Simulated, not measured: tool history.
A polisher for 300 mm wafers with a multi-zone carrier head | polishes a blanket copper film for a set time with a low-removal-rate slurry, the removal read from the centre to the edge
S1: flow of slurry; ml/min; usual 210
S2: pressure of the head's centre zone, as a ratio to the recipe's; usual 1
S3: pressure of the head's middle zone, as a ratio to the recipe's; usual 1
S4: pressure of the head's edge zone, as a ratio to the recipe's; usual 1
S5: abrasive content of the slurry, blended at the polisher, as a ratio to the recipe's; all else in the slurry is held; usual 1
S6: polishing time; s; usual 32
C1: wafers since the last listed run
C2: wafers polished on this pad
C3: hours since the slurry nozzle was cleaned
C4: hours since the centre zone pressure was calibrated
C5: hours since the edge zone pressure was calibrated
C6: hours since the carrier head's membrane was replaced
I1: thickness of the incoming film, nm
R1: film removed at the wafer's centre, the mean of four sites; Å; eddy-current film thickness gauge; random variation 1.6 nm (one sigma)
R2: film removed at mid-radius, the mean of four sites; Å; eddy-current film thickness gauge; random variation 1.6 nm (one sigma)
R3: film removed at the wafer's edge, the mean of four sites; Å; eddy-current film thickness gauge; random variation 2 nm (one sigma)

run	hour	S1	S2	S3	S4	S5	S6	C1	C2	C3	C4	C5	C6	I1	R1	R2	R3
1	0	210	1	0.92	1	1	32	0	2033	509.6	553.8	29.6	750.4	1531.2	1238	1239	1332
2	55.5	270	1	1.09	0.88	1.25	32	974	3007	565.1	609.3	85.1	805.9	1504.1	1310	1521	1328
3	131.8	210	1	1	1	1	32	1339	4347	641.4	685.6	161.4	882.2	1536.4	1194	1330	1333
4	194.4	210	0.93	1	1	1.25	32	1099	5447	704	748.2	224	944.8	1519.6	1134	1401	1374
5	281.9	140	1	1	1	1.15	32	1536	6983	791.5	835.7	311.5	1032.3	1489.8	1104	1287	1265
# hour 321.2: slurry nozzle cleaned
6	324.6	155	0.89	1	1	1	32	732	7716	3.4	878.4	354.2	1075	1528.4	1029	1357	1305
# hour 428.4: centre zone pressure recalibrated
7	428.9	210	1	1	1	0.85	36	1796	9512	107.7	0.5	458.5	1179.3	1516.3	1407	1485	1473
8	534.6	210	1	1	1	1	32	1856	11368	213.4	106.2	564.2	1285	1551.8	1271	1363	1341
# hour 574.6: carrier head's membrane replaced by a new one
# hour 579.2: worn pad replaced by a new one
9	621.7	250	1	1	1	1	38	1371	745	300.5	193.3	651.3	47.1	1515.5	1552	1614	1590
10	659.4	210	1.03	1	0.94	1.15	32	662	1407	338.2	231	689	84.8	1531.4	1381	1413	1307
# hour 756.1: edge zone pressure recalibrated
11	763	210	0.94	1	1	1	32	1784	3191	441.8	334.6	6.9	188.4	1525.3	1180	1343	1300
12	816.2	210	1.11	1.09	1	0.9	41	934	4126	495	387.8	60.1	241.6	1501	1754	1845	1694
13	853	210	0.94	1.06	1	1.25	32	646	4772	531.8	424.6	96.9	278.4	1534.2	1225	1458	1361
14	893.8	155	1	1	1	1	32	716	5488	572.6	465.4	137.7	319.2	1538.4	1174	1288	1284
15	945	210	1.09	1	1	1	26	899	6388	623.8	516.6	188.9	370.4	1522.9	1076	1088	1085
16	993.7	210	1	1	0.89	1.25	32	855	7243	672.5	565.3	237.6	419.1	1516.5	1272	1390	1338
17	1041.8	210	1	1	1	1.2	32	844	8087	720.6	613.4	285.7	467.2	1518.9	1216	1348	1368
18	1099.4	155	0.95	1.11	1	0.7	32	1011	9099	778.2	671	343.3	524.8	1533.2	989	1286	1209
19	1195.5	210	1	1	1	1	32	1687	10787	874.3	767.1	439.4	620.9	1497.2	1140	1301	1311
# hour 1260.3: slurry nozzle cleaned
# hour 1263.6: worn pad replaced by a new one
20	1270.5	240	0.89	1	0.91	1	39	1241	121	10.2	842.1	514.4	695.9	1502.7	1311	1706	1586
21	1378.3	210	1	1	1	1	32	1893	2014	118	949.9	622.2	803.7	1536	1153	1372	1351

Forecast each of these 4 alternatives for the next run:
A	1378.7	210	1	1	1	1	32	7	2021	118.4	950.3	622.6	804.1	1529.8	?	?	?
B	1378.7	210	1	1	1	1.25	32	7	2021	118.4	950.3	622.6	804.1	1529.8	?	?	?
C	1378.7	210	1	1.09	0.91	1	32	7	2021	118.4	950.3	622.6	804.1	1529.8	?	?	?
D	1378.7	210	1	1	0.94	1	27	7	2021	118.4	950.3	622.6	804.1	1529.8	?	?	?

run	R1	R2	R3
A	1142	1360	1357
B	1192	1420	1416
C	1143	1464	1311
D	964	1148	1120
Without the tool's hidden state the same runs would have given:
run	R1	R2	R3
A	1316	1379	1371
B	1373	1439	1431
C	1317	1483	1325
D	1110	1163	1132

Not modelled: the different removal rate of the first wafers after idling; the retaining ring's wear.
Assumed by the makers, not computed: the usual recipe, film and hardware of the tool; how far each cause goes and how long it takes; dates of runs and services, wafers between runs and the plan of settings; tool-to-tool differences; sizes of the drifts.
